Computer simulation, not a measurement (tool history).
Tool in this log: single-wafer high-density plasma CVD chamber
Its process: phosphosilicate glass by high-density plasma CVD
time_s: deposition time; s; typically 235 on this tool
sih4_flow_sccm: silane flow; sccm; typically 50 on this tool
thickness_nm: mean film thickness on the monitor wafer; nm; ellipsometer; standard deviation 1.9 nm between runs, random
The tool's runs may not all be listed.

run,day,time_s,sih4_flow_sccm,wafers since the last listed run,hours since the silane flow controller was replaced,hours since the gauge calibration,"read-back reference wafer on the same gauge, thickness_nm",thickness_nm
1,0.000,202,50,0,5065.1,108.9,1120.107,1053.810
2,1.350,202,50,289,5097.5,141.3,1119.958,1050.123
3,1.862,235,57,110,5109.8,153.6,1119.931,1390.753
4,3.200,235,57,287,5141.9,185.7,1120.051,1392.133
5,4.075,235,57,187,5162.9,206.7,1120.310,1393.087
6,5.433,268,50,291,5195.5,239.3,1119.792,1388.715
7,6.042,268,50,130,5210.1,253.9,1119.867,1388.952
8,6.767,268,50,155,5227.5,271.3,1120.263,1394.594
9,8.021,235,50,269,5257.6,301.4,1119.848,1220.329
10,8.854,235,50,178,5277.6,321.4,1120.077,1216.244
11,9.800,235,50,203,5300.3,344.1,1120.166,1216.250
12,10.729,235,50,199,5322.6,366.4,1119.920,1213.753
13,11.404,208,54,144,5338.8,382.6,1120.195,1161.194
14,11.912,217,42,109,5351.0,394.8,1120.113,943.559
15,12.600,268,50,147,5367.5,411.3,1119.994,1386.377
16,13.317,194,42,153,5384.7,428.5,1119.794,843.407
# day 13.992: silane flow controller replaced
17,14.550,223,47,193,13.4,458.1,1120.114,1221.114
18,15.833,235,50,275,44.2,488.9,1119.780,1371.355
19,17.246,200,45,303,78.1,522.8,1119.974,1047.802
# day 17.742: silane flow controller replaced, repeated, since the last time left the tool worse
20,18.575,235,50,213,20.0,554.7,1120.092,1266.202
# day 19.038: gauge calibrated
21,20.500,217,50,413,66.2,35.1,1120.172,1168.519
22,21.321,235,57,176,85.9,54.8,1120.260,1443.247
23,22.292,247,41,208,109.2,78.1,1119.915,1091.235
24,23.788,235,47,321,145.1,114.0,1120.160,1188.087
25,24.604,216,47,175,164.7,133.6,1119.781,1092.983

Entry by entry between the runs, the difference in hidden state between the last listed run before and the first listed run after:
In the gap between runs 16 and 17: silane flow controller replaced (day 13.992)
  delivered silane flow above the setpoint (%): -4.37 -> 7.8
  measured value less the no-hidden-state value, thickness_nm: -38.502 -> +88.355 nm
In the gap between runs 19 and 20: silane flow controller replaced, repeated, since the last time left the tool worse (day 17.742)
  delivered silane flow above the setpoint (%): 7.8 -> -0.418
  measured value less the no-hidden-state value, thickness_nm: +75.806 -> -5.318 nm
In the gap between runs 20 and 21: gauge calibrated (day 19.038)
  delivered silane flow above the setpoint (%): -0.418 -> -0.419
  measured value less the no-hidden-state value, thickness_nm: -5.318 -> -4.915 nm

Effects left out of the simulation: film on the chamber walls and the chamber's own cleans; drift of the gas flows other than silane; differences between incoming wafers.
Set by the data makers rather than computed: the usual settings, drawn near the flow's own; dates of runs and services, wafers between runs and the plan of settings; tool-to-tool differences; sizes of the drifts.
